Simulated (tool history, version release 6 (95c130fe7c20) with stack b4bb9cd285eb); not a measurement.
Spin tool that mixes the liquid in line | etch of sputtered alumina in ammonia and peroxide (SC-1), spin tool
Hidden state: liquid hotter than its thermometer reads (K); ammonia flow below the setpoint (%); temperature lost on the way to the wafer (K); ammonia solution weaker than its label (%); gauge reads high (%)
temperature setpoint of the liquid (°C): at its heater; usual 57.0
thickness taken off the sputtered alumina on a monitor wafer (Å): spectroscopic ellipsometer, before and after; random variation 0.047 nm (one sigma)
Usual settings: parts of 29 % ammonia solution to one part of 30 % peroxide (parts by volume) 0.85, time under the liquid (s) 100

run	hour	temperature setpoint of the liquid (°C)	parts of 29 % ammonia solution to one part of 30 % peroxide (parts by volume)	time under the liquid (s)	wafers since the last listed run	hours since the thermometer was replaced	hours since the ammonia flow meter was replaced	hours since the heated supply line was repaired	hours since the drum of ammonia solution was connected	hours since the gauge calibration	read-back film thickness of the sputtered alumina reference wafer, read on the same gauge (nm)	thickness taken off the sputtered alumina on a monitor wafer (Å)
1	0.0	57.0	0.85	140	0	1920.8	1301.0	771.2	871.6	102.3	70.02	81.3
2	16.5	57.0	0.85	100	172	1937.3	1317.5	787.7	888.1	118.8	70.01	59.4
3	33.3	57.0	0.85	100	175	1954.1	1334.3	804.5	904.9	135.6	70.00	58.3
4	52.0	57.0	0.85	100	194	1972.8	1353.0	823.2	923.6	154.3	70.00	58.6
5	78.7	57.0	0.85	100	278	1999.5	1379.7	849.9	950.3	181.0	70.02	58.4
6	97.1	57.0	0.85	100	191	2017.9	1398.1	868.3	968.7	199.4	70.01	58.5
7	132.2	57.0	0.85	100	365	2053.0	1433.2	903.4	1003.8	234.5	70.02	58.2
8	157.2	57.0	0.85	100	260	2078.0	1458.2	928.4	1028.8	259.5	69.98	58.2
9	169.5	57.0	0.85	100	128	2090.3	1470.5	940.7	1041.1	271.8	70.02	59.1
10	185.8	57.0	0.60	65	169	2106.6	1486.8	957.0	1057.4	288.1	70.00	36.9
11	207.4	57.0	0.60	65	225	2128.2	1508.4	978.6	1079.0	309.7	70.00	37.2
12	243.3	57.0	0.60	65	374	2164.1	1544.3	1014.5	1114.9	345.6	70.00	37.4
13	278.3	57.0	0.85	60	364	2199.1	1579.3	1049.5	1149.9	380.6	70.01	35.1
14	308.2	51.5	0.95	65	311	2229.0	1609.2	1079.4	1179.8	410.5	70.00	28.5
15	322.9	51.0	1.00	130	153	2243.7	1623.9	1094.1	1194.5	425.2	70.00	56.3
16	342.9	63.5	1.20	125	208	2263.7	1643.9	1114.1	1214.5	445.2	70.00	107.8
17	375.0	57.0	0.60	65	334	2295.8	1676.0	1146.2	1246.6	477.3	70.01	36.6
# hour 390.4: new drum of ammonia solution connected
# hour 419.8: ammonia flow meter replaced
# hour 425.7: gauge calibrated
18	448.4	57.0	0.85	100	744	2369.2	28.6	1219.6	58.0	22.7	70.00	59.3
19	479.5	57.0	1.20	130	324	2400.3	59.7	1250.7	89.1	53.8	70.01	78.8
20	514.5	64.5	1.20	75	364	2435.3	94.7	1285.7	124.1	88.8	70.01	67.0
# hour 516.0: heated supply line repaired
# hour 516.7: thermometer replaced
21	549.8	57.0	0.85	100	350	33.1	130.0	33.8	159.4	124.1	69.98	59.4
22	564.9	57.0	0.85	100	157	48.2	145.1	48.9	174.5	139.2	70.00	58.3
23	592.1	52.0	0.85	100	283	75.4	172.3	76.1	201.7	166.4	69.99	44.8
24	625.8	53.5	0.85	100	351	109.1	206.0	109.8	235.4	200.1	69.98	48.7
25	650.8	57.0	0.85	125	260	134.1	231.0	134.8	260.4	225.1	70.00	73.3
26	667.6	50.5	0.45	100	175	150.9	247.8	151.6	277.2	241.9	70.00	39.1

3 ways to go on from here, each from the tool as it stands after run 26. What would each give?
A	668.0	57.0	0.85	100	4	151.3	248.2	152.0	277.6	242.3	?	?
B	668.0	57.0	0.95	100	4	151.3	248.2	152.0	277.6	242.3	?	?
C	668.0	49.5	0.85	100	4	151.3	248.2	152.0	277.6	242.3	?	?

run	read-back film thickness of the sputtered alumina reference wafer, read on the same gauge (nm)	thickness taken off the sputtered alumina on a monitor wafer (Å)
A	69.99	58.4
B	69.99	59.0
C	69.99	39.0
Without the tool's hidden state the same runs would have given:
run	thickness taken off the sputtered alumina on a monitor wafer (Å)
A	58.4
B	59.0
C	39.0

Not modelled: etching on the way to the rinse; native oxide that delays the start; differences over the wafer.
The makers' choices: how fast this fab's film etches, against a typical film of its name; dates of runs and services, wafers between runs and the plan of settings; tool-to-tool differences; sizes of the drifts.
